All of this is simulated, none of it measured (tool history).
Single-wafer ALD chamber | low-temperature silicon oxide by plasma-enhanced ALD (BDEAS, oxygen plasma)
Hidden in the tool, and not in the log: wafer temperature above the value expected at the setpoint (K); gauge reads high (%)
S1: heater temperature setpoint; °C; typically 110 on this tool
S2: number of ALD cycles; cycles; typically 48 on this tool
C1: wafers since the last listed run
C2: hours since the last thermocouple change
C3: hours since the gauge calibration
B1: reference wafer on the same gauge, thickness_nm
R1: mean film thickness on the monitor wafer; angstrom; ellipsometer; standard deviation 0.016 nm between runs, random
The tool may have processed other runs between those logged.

| run | hour | S1 | S2 | C1 | C2 | C3 | B1 | R1 |
|---|---|---|---|---|---|---|---|---|
| 1 | 0.0 | 110 | 48 | 0 | 1916.5 | 226.6 | 5.422 | 62.69 |
| 2 | 20.2 | 110 | 48 | 147 | 1936.7 | 246.8 | 5.438 | 62.33 |
| 3 | 42.4 | 110 | 48 | 162 | 1958.9 | 269.0 | 5.427 | 62.33 |
| 4 | 70.2 | 110 | 48 | 203 | 1986.7 | 296.8 | 5.429 | 62.17 |
| 5 | 91.6 | 110 | 48 | 156 | 2008.1 | 318.2 | 5.436 | 62.24 |
| 6 | 121.7 | 110 | 48 | 219 | 2038.2 | 348.3 | 5.429 | 62.37 |
| 7 | 149.7 | 110 | 48 | 204 | 2066.2 | 376.3 | 5.431 | 62.42 |
| 8 | 163.6 | 110 | 48 | 101 | 2080.1 | 390.2 | 5.427 | 62.27 |
| 9 | 198.1 | 110 | 48 | 252 | 2114.6 | 424.7 | 5.425 | 62.30 |
| 10 | 234.0 | 110 | 48 | 262 | 2150.5 | 460.6 | 5.431 | 62.54 |
| 11 | 252.0 | 110 | 48 | 131 | 2168.5 | 478.6 | 5.429 | 62.47 |
| 12 | 277.3 | 110 | 48 | 184 | 2193.8 | 503.9 | 5.437 | 62.43 |
| 13 | 299.0 | 122 | 48 | 158 | 2215.5 | 525.6 | 5.428 | 61.21 |
| 14 | 315.4 | 122 | 48 | 119 | 2231.9 | 542.0 | 5.423 | 61.39 |
| 15 | 329.6 | 110 | 48 | 103 | 2246.1 | 556.2 | 5.433 | 62.54 |
| 16 | 342.1 | 110 | 48 | 91 | 2258.6 | 568.7 | 5.426 | 62.65 |
| 17 | 367.2 | 110 | 48 | 183 | 2283.7 | 593.8 | 5.425 | 62.48 |
|  | 390.0 | thermocouple changed; heater temperature recalibrated |
| 18 | 401.1 | 110 | 48 | 189 | 11.1 | 627.7 | 5.433 | 62.40 |
| 19 | 414.2 | 98 | 46 | 95 | 24.2 | 640.8 | 5.436 | 60.89 |
| 20 | 446.2 | 110 | 57 | 233 | 56.2 | 672.8 | 5.428 | 74.16 |
| 21 | 475.0 | 110 | 56 | 210 | 85.0 | 701.6 | 5.433 | 72.92 |
| 22 | 502.1 | 119 | 39 | 197 | 112.1 | 728.7 | 5.425 | 49.94 |
| 23 | 532.9 | 110 | 48 | 225 | 142.9 | 759.5 | 5.435 | 62.25 |
|  | 572.0 | gauge calibrated |
| 24 | 633.8 | 104 | 50 | 737 | 243.8 | 61.8 | 5.424 | 65.48 |
| 25 | 668.4 | 124 | 40 | 252 | 278.4 | 96.4 | 5.430 | 50.61 |
| 26 | 690.2 | 123 | 39 | 159 | 300.2 | 118.2 | 5.431 | 49.70 |
| 27 | 709.9 | 125 | 41 | 143 | 319.9 | 137.9 | 5.432 | 52.01 |
| 28 | 736.1 | 110 | 43 | 191 | 346.1 | 164.1 | 5.434 | 55.71 |
| 29 | 751.0 | 97 | 53 | 108 | 361.0 | 179.0 | 5.429 | 70.96 |
| 30 | 775.3 | 110 | 48 | 177 | 385.3 | 203.3 | 5.423 | 62.50 |
| 31 | 809.1 | 110 | 48 | 246 | 419.1 | 237.1 | 5.437 | 62.66 |
| 32 | 834.8 | 105 | 56 | 187 | 444.8 | 262.8 | 5.428 | 73.53 |

4 options for the next run, each taken on its own from the tool as it stands now. Forecast them:
| A | 835.3 | 110 | 51 | 3 | 445.3 | 263.3 | ? | ? |
| B | 835.3 | 115 | 39 | 3 | 445.3 | 263.3 | ? | ? |
| C | 835.3 | 98 | 48 | 3 | 445.3 | 263.3 | ? | ? |
| D | 835.3 | 99 | 48 | 3 | 445.3 | 263.3 | ? | ? |

| run | B1 | R1 |
|---|---|---|
| A | 5.434 | 66.40 |
| B | 5.434 | 50.37 |
| C | 5.434 | 63.77 |
| D | 5.434 | 63.61 |
Stripped of hidden state, with their random variation kept, the same runs would have yielded:
| run | R1 |
|---|---|
| A | 66.40 |
| B | 50.37 |
| C | 63.77 |
| D | 63.61 |
